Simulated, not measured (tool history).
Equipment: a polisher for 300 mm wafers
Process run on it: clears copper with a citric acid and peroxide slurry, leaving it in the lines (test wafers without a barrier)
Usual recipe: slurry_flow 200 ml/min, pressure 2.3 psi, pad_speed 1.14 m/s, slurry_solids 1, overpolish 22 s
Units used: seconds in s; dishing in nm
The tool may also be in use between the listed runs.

run,hour,slurry_flow,pressure,pad_speed,slurry_solids,overpolish,wafers since the last listed run,wafers polished on this pad,hours since the slurry nozzle was cleaned,hours since the head pressure was calibrated,hours since the slurry blender was calibrated,"incoming thickness of the incoming film, nm",seconds,dishing
1,0,200,2.3,1.14,1,22,0,304,202.4,1126.2,139.1,166.6,88.3,24.6
2,11.2,200,2.3,1.14,1,22,66,371,213.6,1137.4,150.3,165.7,88.6,23.6
3,29,200,2.3,1.14,1,22,106,477,231.4,1155.2,168.1,167.1,89.8,23.9
4,37.4,200,2.3,1.14,0.9,22,50,527,239.8,1163.6,176.5,166.2,91.9,23.7
5,44.7,200,2.3,1.14,1,22,43,570,247.1,1170.9,183.8,164.1,90.1,23.6
6,52.4,200,2.3,1.14,1,22,45,616,254.8,1178.6,191.5,163.3,88.5,23.5
7,59.4,200,2.3,1.14,1,22,41,658,261.8,1185.6,198.5,165.3,90,24
8,75.2,220,2.3,1.14,1,22,94,752,277.6,1201.4,214.3,166.6,90.4,23.6
9,90.1,220,2.3,1.14,1,22,88,841,292.5,1216.3,229.2,163.5,89.9,23.2
10,98.2,220,2.3,1.14,1,22,48,889,300.6,1224.4,237.3,162.6,90.8,23.3
11,112.2,200,2.3,1.14,1,28,83,972,314.6,1238.4,251.3,165.1,93.5,26.2
12,127.4,200,2.3,1.14,1,22,90,1063,329.8,1253.6,266.5,166.8,97.7,22.6
13,139.5,200,2.3,1.14,1,22,72,1135,341.9,1265.7,278.6,163.7,96.6,22.3
14,146.6,200,1.8,1.14,0.8,22,42,1177,349,1272.8,285.7,167.8,128.3,18.9
# hour 154: head pressure recalibrated
15,157.4,265,2.3,1.14,1,17,52,1230,359.8,3.4,296.5,163.1,97.8,18.8
16,167.7,200,1.8,0.9,0.8,12,61,1291,370.1,13.7,306.8,163,161.7,9.7
# hour 172.6: slurry blender recalibrated
# hour 174.5: worn pad replaced by a new one
17,182,200,2.3,1.14,1,22,61,44,384.4,28,9.4,164.4,85.2,25.3
# hour 188.6: slurry nozzle cleaned
18,191.3,200,2.3,1.14,0.7,29,49,93,2.7,37.3,18.7,163.1,89.2,27
19,208.5,200,2.3,1.14,1,22,102,196,19.9,54.5,35.9,165.4,85.9,24
20,222.3,200,2.6,1.14,0.8,22,82,278,33.7,68.3,49.7,164.9,79.6,25.2
21,238,200,2.3,1.14,1,22,93,372,49.4,84,65.4,166.3,87.1,25.1
22,250.6,200,2.3,1.38,1,35,75,447,62,96.6,78,163.5,71.2,32.6
23,263.8,200,3,1.14,0.75,22,78,525,75.2,109.8,91.2,166,72.5,27.2
24,276.6,200,2.3,1.14,1,35,76,602,88,122.6,104,168.1,90.3,30.3

Run-by-run hidden state of the tool:
slurry flow missing at the pad, %: 0 on each run
deviation of the head's pressure from its setpoint, %: 0 on each run
H1: removal rate lost through wear of the pad, %
H2: abrasive missing from the slurry, %
run,H1,H2
1,2.05,23
2,2.4,23.8
3,3.09,24.8
4,3.47,25.3
5,3.84,25.6
6,4.25,26
7,4.66,26.2
8,5.68,26.8
9,6.77,27.3
10,7.41,27.5
11,8.6,27.8
12,10,28.2
13,11.2,28.4
14,12,28.5
15,13.2,28.7
16,14.4,28.8
17,0.446,8.57
18,0.507,11
19,0.745,15
20,1.05,17.8
21,1.53,20.4
22,2.01,22.3
23,2.6,24
24,3.27,25.4
